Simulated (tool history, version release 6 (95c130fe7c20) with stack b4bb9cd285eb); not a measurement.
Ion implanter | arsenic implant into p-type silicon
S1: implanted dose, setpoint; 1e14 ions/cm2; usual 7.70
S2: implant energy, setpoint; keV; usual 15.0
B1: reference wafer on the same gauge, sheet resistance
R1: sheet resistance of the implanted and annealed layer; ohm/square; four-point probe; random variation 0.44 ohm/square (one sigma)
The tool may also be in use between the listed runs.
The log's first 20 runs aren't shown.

run	hour	S1	S2	B1	R1
21	1326.5	6.03	12.5	193.83	209.18
22	1357.4	9.11	13.5	194.02	175.12
# hour 1366.4: Faraday cup replaced and dose calibrated
23	1381.9	7.70	15.0	193.81	180.07
24	1411.6	9.23	15.0	193.71	168.78
25	1585.4	8.36	18.0	193.60	166.41
26	1645.1	7.70	15.0	193.55	180.04
# hour 1689.1: extraction supply calibrated
27	1690.5	7.70	15.0	193.61	179.92
28	1725.8	9.42	18.0	193.50	158.58
29	1778.3	8.94	18.0	193.46	162.13
30	1805.8	5.67	19.5	193.44	199.68
31	1929.1	6.87	15.0	193.25	187.99
32	1989.7	7.70	15.0	193.03	179.53
33	2042.2	9.44	15.0	193.06	167.83

The next listed run, before its measurement:
34	2095.9	7.70	15.0	?	?

Run 34 gave B1 192.89, R1 179.31 ohm/square.
Without the tool's hidden state the same run would have given R1 180.30 ohm/square.
